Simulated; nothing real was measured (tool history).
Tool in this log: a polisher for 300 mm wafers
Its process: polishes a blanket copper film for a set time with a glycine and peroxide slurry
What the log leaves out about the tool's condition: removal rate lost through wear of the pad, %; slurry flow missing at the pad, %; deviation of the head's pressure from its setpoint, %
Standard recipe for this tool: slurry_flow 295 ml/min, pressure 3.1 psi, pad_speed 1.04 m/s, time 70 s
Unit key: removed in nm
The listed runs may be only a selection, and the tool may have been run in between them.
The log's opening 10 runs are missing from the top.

run	hour	slurry_flow	pressure	pad_speed	time	wafers since the last listed run	wafers polished on this pad	hours since the slurry nozzle was cleaned	hours since the head pressure was calibrated	incoming thickness of the incoming film, nm	removed
11	697.9	295	3.1	1.04	54	608	1873	147.4	331.5	2351.5	284.3
12	752.8	295	3.1	1.04	70	733	2607	202.3	386.4	2302.6	362.9
13	820.8	295	3.1	1.04	70	909	3516	270.3	454.4	2292.8	357.3
14	886.4	295	3.1	1.04	70	876	4393	335.9	520	2329.6	365.6
# hour 902.7: head pressure recalibrated
15	940.2	295	3.1	1.04	70	692	5086	389.7	37.5	2322.5	371.8
16	1011.4	295	3.1	1.04	70	951	6038	460.9	108.7	2276.4	363.7
17	1071.2	295	3.1	1.04	70	799	6837	520.7	168.5	2317.5	366.8
# hour 1080.1: slurry nozzle cleaned
18	1120.4	295	3.1	1.04	70	644	7482	40.3	217.7	2341	359.3
# hour 1133.3: worn pad replaced by a new one
19	1211.1	265	3.6	0.82	62	1159	1039	131	308.4	2290.3	295.7

Forecast run 20:
20	1254.4	390	2.5	0.8	51	578	1618	174.3	351.7	2324.7	?

{"run 20": {"removed": 183.9}}
Minus the tool's unlogged condition, the same run would have read removed 183.9 nm.
